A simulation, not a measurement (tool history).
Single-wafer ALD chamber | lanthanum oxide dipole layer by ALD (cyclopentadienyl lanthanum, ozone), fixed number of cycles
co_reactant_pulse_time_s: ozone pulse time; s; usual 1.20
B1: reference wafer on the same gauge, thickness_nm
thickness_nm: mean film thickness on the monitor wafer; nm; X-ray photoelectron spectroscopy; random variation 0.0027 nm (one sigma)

{"run": 1, "hour": 0.0, "co_reactant_pulse_time_s": 0.92, "B1": 0.608, "thickness_nm": 0.492}
{"run": 2, "hour": 38.6, "co_reactant_pulse_time_s": 0.92, "B1": 0.607, "thickness_nm": 0.498}
{"run": 3, "hour": 69.3, "co_reactant_pulse_time_s": 0.92, "B1": 0.607, "thickness_nm": 0.497}
{"run": 4, "hour": 117.6, "co_reactant_pulse_time_s": 0.88, "B1": 0.606, "thickness_nm": 0.477}
{"run": 5, "hour": 160.6, "co_reactant_pulse_time_s": 0.88, "B1": 0.608, "thickness_nm": 0.477}
{"run": 6, "hour": 193.0, "co_reactant_pulse_time_s": 1.2, "B1": 0.607, "thickness_nm": 0.564}
{"run": 7, "hour": 240.1, "co_reactant_pulse_time_s": 1.2, "B1": 0.607, "thickness_nm": 0.564}
{"hour": 267.5, "done": "gauge calibrated"}
{"run": 8, "hour": 288.2, "co_reactant_pulse_time_s": 1.2, "B1": 0.607, "thickness_nm": 0.567}
{"hour": 328.8, "done": "thermocouple changed; heater temperature recalibrated"}
{"hour": 331.5, "done": "showerhead replaced"}
{"run": 9, "hour": 332.0, "co_reactant_pulse_time_s": 1.2, "B1": 0.608, "thickness_nm": 0.57}
{"run": 10, "hour": 359.7, "co_reactant_pulse_time_s": 0.76, "B1": 0.608, "thickness_nm": 0.417}
{"run": 11, "hour": 384.8, "co_reactant_pulse_time_s": 1.2, "B1": 0.607, "thickness_nm": 0.57}
{"run": 12, "hour": 450.7, "co_reactant_pulse_time_s": 1.38, "B1": 0.606, "thickness_nm": 0.592}
{"run": 13, "hour": 498.3, "co_reactant_pulse_time_s": 1.2, "B1": 0.607, "thickness_nm": 0.562}
{"hour": 530.7, "done": "ozone generator serviced"}
{"run": 14, "hour": 558.1, "co_reactant_pulse_time_s": 0.85, "B1": 0.608, "thickness_nm": 0.46}
{"run": 15, "hour": 613.3, "co_reactant_pulse_time_s": 1.2, "B1": 0.606, "thickness_nm": 0.567}
{"run": 16, "hour": 642.5, "co_reactant_pulse_time_s": 1.06, "B1": 0.607, "thickness_nm": 0.535}
{"run": 17, "hour": 702.0, "co_reactant_pulse_time_s": 1.47, "B1": 0.606, "thickness_nm": 0.595}
{"run": 18, "hour": 741.3, "co_reactant_pulse_time_s": 0.88, "B1": 0.608, "thickness_nm": 0.478}
{"run": 19, "hour": 774.9, "co_reactant_pulse_time_s": 1.37, "B1": 0.607, "thickness_nm": 0.584}

Forecast each of these 3 alternatives for the next run:
{"run": "A", "hour": 775.3, "co_reactant_pulse_time_s": 1.2, "B1": "?", "thickness_nm": "?"}
{"run": "B", "hour": 775.3, "co_reactant_pulse_time_s": 0.73, "B1": "?", "thickness_nm": "?"}
{"run": "C", "hour": 775.3, "co_reactant_pulse_time_s": 1.05, "B1": "?", "thickness_nm": "?"}

run=A B1=0.607 thickness_nm=0.568
run=B B1=0.607 thickness_nm=0.402
run=C B1=0.607 thickness_nm=0.537
Without the tool's hidden state the same runs would have given:
run=A thickness_nm=0.568
run=B thickness_nm=0.402
run=C thickness_nm=0.537
